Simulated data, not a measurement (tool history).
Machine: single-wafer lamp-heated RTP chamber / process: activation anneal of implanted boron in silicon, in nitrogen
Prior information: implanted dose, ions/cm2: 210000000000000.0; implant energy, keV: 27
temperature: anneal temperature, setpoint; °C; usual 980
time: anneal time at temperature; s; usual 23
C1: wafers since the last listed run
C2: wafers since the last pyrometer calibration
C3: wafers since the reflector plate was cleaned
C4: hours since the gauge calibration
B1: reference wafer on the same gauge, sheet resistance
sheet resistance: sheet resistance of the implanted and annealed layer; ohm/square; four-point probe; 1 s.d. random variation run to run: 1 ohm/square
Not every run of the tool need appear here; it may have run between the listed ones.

run 1 hour=0.0 | temperature=980 time=23 | C1=0 C2=2970 C3=7763 C4=585.4 | B1=405.43 | sheet_resistance=452.18
run 2 hour=21.7 | temperature=980 time=23 | C1=223 C2=3194 C3=7986 C4=607.1 | B1=404.97 | sheet_resistance=451.67
run 3 hour=34.0 | temperature=980 time=23 | C1=126 C2=3320 C3=8113 C4=619.4 | B1=404.62 | sheet_resistance=450.35
run 4 hour=60.6 | temperature=963 time=29 | C1=274 C2=3595 C3=8387 C4=646.0 | B1=405.09 | sheet_resistance=461.00
run 5 hour=75.4 | temperature=963 time=29 | C1=152 C2=3747 C3=8540 C4=660.8 | B1=405.05 | sheet_resistance=463.02
run 6 hour=161.6 | temperature=963 time=29 | C1=888 C2=4635 C3=9428 C4=747.0 | B1=405.02 | sheet_resistance=459.21
run 7 hour=186.4 | temperature=1002 time=28 | C1=255 C2=4891 C3=9684 C4=771.8 | B1=404.99 | sheet_resistance=445.08
run 8 hour=217.0 | temperature=1002 time=28 | C1=315 C2=5206 C3=9999 C4=802.4 | B1=405.20 | sheet_resistance=443.84
run 9 hour=258.4 | temperature=980 time=23 | C1=426 C2=5633 C3=10426 C4=843.8 | B1=404.98 | sheet_resistance=450.74
run 10 hour=281.7 | temperature=980 time=23 | C1=240 C2=5873 C3=10666 C4=867.1 | B1=405.33 | sheet_resistance=449.94
run 11 hour=299.0 | temperature=980 time=23 | C1=178 C2=6051 C3=10844 C4=884.4 | B1=404.58 | sheet_resistance=448.34
-- hour=321.3 gauge calibrated
run 12 hour=324.9 | temperature=963 time=31 | C1=266 C2=6318 C3=11111 C4=3.6 | B1=405.38 | sheet_resistance=457.90
run 13 hour=355.3 | temperature=963 time=31 | C1=313 C2=6632 C3=11424 C4=34.0 | B1=404.98 | sheet_resistance=456.83
run 14 hour=369.5 | temperature=963 time=31 | C1=146 C2=6778 C3=11571 C4=48.2 | B1=404.77 | sheet_resistance=456.58
run 15 hour=385.5 | temperature=980 time=23 | C1=164 C2=6943 C3=11735 C4=64.2 | B1=404.66 | sheet_resistance=449.77
run 16 hour=410.8 | temperature=980 time=23 | C1=260 C2=7204 C3=11996 C4=89.5 | B1=404.84 | sheet_resistance=449.93
-- hour=482.1 pyrometer window cleaned and pyrometer calibrated
run 17 hour=507.5 | temperature=965 time=23 | C1=914 C2=261 C3=12910 C4=186.2 | B1=404.97 | sheet_resistance=464.98
run 18 hour=542.3 | temperature=980 time=27 | C1=358 C2=620 C3=13269 C4=221.0 | B1=405.09 | sheet_resistance=451.62
run 19 hour=642.9 | temperature=980 time=15 | C1=1036 C2=1657 C3=14306 C4=321.6 | B1=404.87 | sheet_resistance=452.44
run 20 hour=668.3 | temperature=980 time=23 | C1=261 C2=1918 C3=14567 C4=347.0 | B1=404.90 | sheet_resistance=451.95
run 21 hour=697.1 | temperature=980 time=23 | C1=296 C2=2215 C3=14864 C4=375.8 | B1=404.84 | sheet_resistance=450.74
run 22 hour=729.5 | temperature=989 time=31 | C1=333 C2=2549 C3=15198 C4=408.2 | B1=405.11 | sheet_resistance=444.63
run 23 hour=760.7 | temperature=991 time=29 | C1=321 C2=2871 C3=15520 C4=439.4 | B1=405.33 | sheet_resistance=444.90
run 24 hour=774.9 | temperature=991 time=14 | C1=146 C2=3017 C3=15666 C4=453.6 | B1=405.27 | sheet_resistance=446.78
run 25 hour=797.0 | temperature=980 time=31 | C1=227 C2=3245 C3=15894 C4=475.7 | B1=405.16 | sheet_resistance=447.54
-- hour=828.2 reflector plate cleaned
run 26 hour=828.7 | temperature=969 time=14 | C1=244 C2=3489 C3=5 C4=507.4 | B1=404.94 | sheet_resistance=468.25
run 27 hour=849.1 | temperature=1006 time=12 | C1=210 C2=3699 C3=215 C4=527.8 | B1=404.77 | sheet_resistance=446.46
run 28 hour=872.8 | temperature=980 time=23 | C1=244 C2=3943 C3=460 C4=551.5 | B1=404.85 | sheet_resistance=453.78
run 29 hour=897.0 | temperature=991 time=23 | C1=249 C2=4193 C3=709 C4=575.7 | B1=405.44 | sheet_resistance=446.36
run 30 hour=920.8 | temperature=992 time=37 | C1=245 C2=4438 C3=954 C4=599.5 | B1=404.95 | sheet_resistance=446.69
run 31 hour=936.5 | temperature=1009 time=32 | C1=161 C2=4600 C3=1116 C4=615.2 | B1=405.07 | sheet_resistance=443.91
run 32 hour=971.5 | temperature=980 time=31 | C1=360 C2=4961 C3=1477 C4=650.2 | B1=404.98 | sheet_resistance=450.19
run 33 hour=992.5 | temperature=980 time=36 | C1=216 C2=5177 C3=1693 C4=671.2 | B1=405.00 | sheet_resistance=450.87
-- hour=1013.9 gauge calibrated
run 34 hour=1067.6 | temperature=997 time=15 | C1=773 C2=5951 C3=2467 C4=53.7 | B1=404.88 | sheet_resistance=445.33
run 35 hour=1082.5 | temperature=953 time=17 | C1=153 C2=6105 C3=2621 C4=68.6 | B1=404.86 | sheet_resistance=488.61
run 36 hour=1105.1 | temperature=1005 time=28 | C1=232 C2=6337 C3=2854 C4=91.2 | B1=405.10 | sheet_resistance=444.04
-- hour=1124.5 pyrometer window cleaned and pyrometer calibrated
run 37 hour=1131.4 | temperature=1000 time=35 | C1=188 C2=71 C3=3042 C4=117.5 | B1=404.92 | sheet_resistance=445.32

Across each entry between runs, compare the hidden state at the last listed run before it with the hidden state at the first listed run after it:
Run 11 -> run 12: gauge calibrated (hour 321.3)
  true wafer temperature minus pyrometer reading, K: 7.92 -> 7.98; wafer temperature error from the tarnished reflector plate, K: 6.54 -> 6.69
  measured value less the no-hidden-state value, sheet resistance: -9.26 -> -18.89 ohm/square
Run 16 -> run 17: pyrometer window cleaned and pyrometer calibrated (hour 482.1)
  true wafer temperature minus pyrometer reading, K: 8.14 -> 1.73; wafer temperature error from the tarnished reflector plate, K: 7.16 -> 7.7
  measured value less the no-hidden-state value, sheet resistance: -9.65 -> -14.06 ohm/square
Run 25 -> run 26: reflector plate cleaned (hour 828.2)
  true wafer temperature minus pyrometer reading, K: 6.7 -> 6.95; wafer temperature error from the tarnished reflector plate, K: 9.31 -> 0.118
  measured value less the no-hidden-state value, sheet resistance: -8.68 -> -10.83 ohm/square
Run 33 -> run 34: gauge calibrated (hour 1013.9)
  true wafer temperature minus pyrometer reading, K: 7.8 -> 8.03; wafer temperature error from the tarnished reflector plate, K: 1.03 -> 1.45
  measured value less the no-hidden-state value, sheet resistance: -5.29 -> -3.25 ohm/square
Run 36 -> run 37: pyrometer window cleaned and pyrometer calibrated (hour 1124.5)
  true wafer temperature minus pyrometer reading, K: 8.12 -> 0.473; wafer temperature error from the tarnished reflector plate, K: 1.66 -> 1.8
  measured value less the no-hidden-state value, sheet resistance: -1.46 -> -0.55 ohm/square
